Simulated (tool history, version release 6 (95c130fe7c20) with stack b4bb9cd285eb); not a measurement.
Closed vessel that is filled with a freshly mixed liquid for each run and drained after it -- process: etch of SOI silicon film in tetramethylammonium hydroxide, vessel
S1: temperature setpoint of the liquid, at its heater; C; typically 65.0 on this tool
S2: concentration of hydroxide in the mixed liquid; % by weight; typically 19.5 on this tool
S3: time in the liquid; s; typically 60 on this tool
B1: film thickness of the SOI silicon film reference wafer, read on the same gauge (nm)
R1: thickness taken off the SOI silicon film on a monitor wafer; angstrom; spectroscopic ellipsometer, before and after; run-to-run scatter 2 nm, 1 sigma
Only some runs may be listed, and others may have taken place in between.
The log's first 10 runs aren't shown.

run,day,S1,S2,S3,B1,R1
11,9.379,65.0,19.5,60,79.96,2684.4
12,10.542,63.5,19.5,60,80.01,2421.0
13,11.075,63.5,19.5,60,80.03,2455.1
14,12.217,65.0,23.5,40,80.00,1551.9
15,12.854,65.0,22.0,60,79.99,2514.2
16,14.242,69.5,15.0,35,80.03,2281.4
17,15.533,67.5,24.5,30,80.00,1307.3
18,16.804,65.0,19.5,60,80.04,2734.5
19,18.104,73.0,17.0,90,80.04,6889.4
20,19.575,61.5,23.5,80,80.00,2560.3
21,23.367,68.5,16.5,80,80.01,4906.9
22,24.092,65.0,22.5,80,80.00,3399.4
23,25.471,70.0,19.5,60,80.01,3712.4
# day 26.142: hydroxide flow meter replaced
# day 26.400: thermometer replaced
# day 26.471: gauge calibrated
24,26.542,65.0,21.5,35,80.01,1430.1
25,27.571,72.5,23.0,60,79.98,3568.8
26,28.458,60.0,14.0,60,80.01,2186.3
27,29.462,59.0,19.5,60,79.99,1759.5
28,30.608,68.5,23.0,85,80.01,4040.2
29,31.583,65.0,19.5,60,79.97,2609.6
30,32.754,65.0,19.5,60,79.97,2610.4
31,34.717,65.0,19.5,60,79.99,2627.6
32,35.321,58.5,14.5,60,80.00,1990.3
33,36.004,67.5,23.0,45,80.00,2091.9
34,37.062,62.5,24.5,45,79.98,1416.8

Predict each of these 4 candidate next runs independently; none follows another, all start after run 34:
A,37.092,65.0,19.5,40,?,?
B,37.092,61.0,25.0,90,?,?
C,37.092,65.0,21.5,45,?,?
D,37.092,65.0,21.5,60,?,?

run,B1,R1
A,80.02,1756.8
B,80.02,2497.7
C,80.02,1884.4
D,80.02,2512.5
Take away the tool's hidden state, keep each run's random variation, and the runs would have read:
run,R1
A,1691.2
B,2402.4
C,1814.1
D,2418.8
